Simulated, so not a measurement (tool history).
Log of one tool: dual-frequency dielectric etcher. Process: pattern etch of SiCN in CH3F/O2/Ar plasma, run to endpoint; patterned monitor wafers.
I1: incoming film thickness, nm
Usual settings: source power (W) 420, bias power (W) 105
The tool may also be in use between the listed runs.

run 1 hour=0.0 | source_power_(W)=420 bias_power_(W)=105 | I1=12.65 | endpoint_time_(s)=33.4
run 2 hour=9.2 | source_power_(W)=450 bias_power_(W)=111 | I1=12.87 | endpoint_time_(s)=32.8
run 3 hour=20.3 | source_power_(W)=420 bias_power_(W)=105 | I1=12.65 | endpoint_time_(s)=33.6
run 4 hour=33.2 | source_power_(W)=420 bias_power_(W)=105 | I1=12.78 | endpoint_time_(s)=34.5
run 5 hour=39.2 | source_power_(W)=420 bias_power_(W)=105 | I1=12.58 | endpoint_time_(s)=32.9
run 6 hour=53.2 | source_power_(W)=420 bias_power_(W)=105 | I1=12.55 | endpoint_time_(s)=33.2
run 7 hour=66.8 | source_power_(W)=420 bias_power_(W)=105 | I1=12.76 | endpoint_time_(s)=34.1
run 8 hour=88.5 | source_power_(W)=420 bias_power_(W)=105 | I1=12.77 | endpoint_time_(s)=34.0
run 9 hour=98.4 | source_power_(W)=420 bias_power_(W)=116 | I1=12.72 | endpoint_time_(s)=32.6
run 10 hour=105.4 | source_power_(W)=420 bias_power_(W)=116 | I1=12.65 | endpoint_time_(s)=32.5
run 11 hour=115.4 | source_power_(W)=420 bias_power_(W)=105 | I1=12.68 | endpoint_time_(s)=34.5
run 12 hour=124.1 | source_power_(W)=420 bias_power_(W)=105 | I1=12.67 | endpoint_time_(s)=33.8
run 13 hour=138.8 | source_power_(W)=420 bias_power_(W)=105 | I1=12.68 | endpoint_time_(s)=33.7
-- hour=169.0 wet clean of the chamber
-- hour=169.0 source power generator calibrated
run 14 hour=169.5 | source_power_(W)=350 bias_power_(W)=113 | I1=12.66 | endpoint_time_(s)=33.3
run 15 hour=169.9 | source_power_(W)=500 bias_power_(W)=98 | I1=12.73 | endpoint_time_(s)=32.1
run 16 hour=175.0 | source_power_(W)=500 bias_power_(W)=130 | I1=12.66 | endpoint_time_(s)=28.8
run 17 hour=196.5 | source_power_(W)=330 bias_power_(W)=123 | I1=12.73 | endpoint_time_(s)=33.0
run 18 hour=208.8 | source_power_(W)=420 bias_power_(W)=105 | I1=12.64 | endpoint_time_(s)=32.5
run 19 hour=218.5 | source_power_(W)=420 bias_power_(W)=105 | I1=12.74 | endpoint_time_(s)=32.5
run 20 hour=234.4 | source_power_(W)=420 bias_power_(W)=120 | I1=12.74 | endpoint_time_(s)=30.9
run 21 hour=251.6 | source_power_(W)=360 bias_power_(W)=105 | I1=12.79 | endpoint_time_(s)=34.3
run 22 hour=258.2 | source_power_(W)=470 bias_power_(W)=87 | I1=12.69 | endpoint_time_(s)=34.4
run 23 hour=272.8 | source_power_(W)=490 bias_power_(W)=105 | I1=12.67 | endpoint_time_(s)=31.1
-- hour=302.3 upper electrode replaced
-- hour=304.9 bias power generator calibrated
run 24 hour=305.4 | source_power_(W)=330 bias_power_(W)=125 | I1=12.60 | endpoint_time_(s)=32.5
run 25 hour=305.7 | source_power_(W)=320 bias_power_(W)=118 | I1=12.71 | endpoint_time_(s)=33.5
run 26 hour=317.7 | source_power_(W)=420 bias_power_(W)=120 | I1=12.57 | endpoint_time_(s)=30.9
run 27 hour=333.7 | source_power_(W)=450 bias_power_(W)=118 | I1=12.68 | endpoint_time_(s)=30.3
run 28 hour=347.9 | source_power_(W)=330 bias_power_(W)=120 | I1=12.75 | endpoint_time_(s)=33.6
run 29 hour=357.2 | source_power_(W)=420 bias_power_(W)=105 | I1=12.52 | endpoint_time_(s)=32.4
run 30 hour=373.3 | source_power_(W)=420 bias_power_(W)=105 | I1=12.64 | endpoint_time_(s)=33.1
run 31 hour=386.3 | source_power_(W)=420 bias_power_(W)=105 | I1=12.78 | endpoint_time_(s)=33.2
run 32 hour=397.4 | source_power_(W)=350 bias_power_(W)=95 | I1=12.82 | endpoint_time_(s)=36.0
run 33 hour=408.2 | source_power_(W)=420 bias_power_(W)=105 | I1=12.74 | endpoint_time_(s)=33.3
run 34 hour=425.5 | source_power_(W)=420 bias_power_(W)=98 | I1=12.70 | endpoint_time_(s)=34.0

Measured less the same run without the tool's hidden state. The same run-to-run variation is in both; the gauge's scatter may not be:
The hidden state here: etch rate over this chamber's usual, %; source power that arrives over what is set, %; bias power that arrives over what is set, %.
run=1 endpoint_time_(s)=+1.1
run=2 endpoint_time_(s)=+1.2
run=3 endpoint_time_(s)=+1.1
run=4 endpoint_time_(s)=+1.3
run=5 endpoint_time_(s)=+1.2
run=6 endpoint_time_(s)=+1.2
run=7 endpoint_time_(s)=+1.3
run=8 endpoint_time_(s)=+1.3
run=9 endpoint_time_(s)=+1.3
run=10 endpoint_time_(s)=+1.3
run=11 endpoint_time_(s)=+1.4
run=12 endpoint_time_(s)=+1.4
run=13 endpoint_time_(s)=+1.4
run=14 endpoint_time_(s)=+0.0
run=15 endpoint_time_(s)=+0.0
run=16 endpoint_time_(s)=+0.0
run=17 endpoint_time_(s)=+0.1
run=18 endpoint_time_(s)=+0.0
run=19 endpoint_time_(s)=+0.1
run=20 endpoint_time_(s)=+0.1
run=21 endpoint_time_(s)=+0.2
run=22 endpoint_time_(s)=+0.2
run=23 endpoint_time_(s)=+0.2
run=24 endpoint_time_(s)=+0.3
run=25 endpoint_time_(s)=+0.2
run=26 endpoint_time_(s)=+0.3
run=27 endpoint_time_(s)=+0.3
run=28 endpoint_time_(s)=+0.4
run=29 endpoint_time_(s)=+0.4
run=30 endpoint_time_(s)=+0.4
run=31 endpoint_time_(s)=+0.4
run=32 endpoint_time_(s)=+0.5
run=33 endpoint_time_(s)=+0.5
run=34 endpoint_time_(s)=+0.5
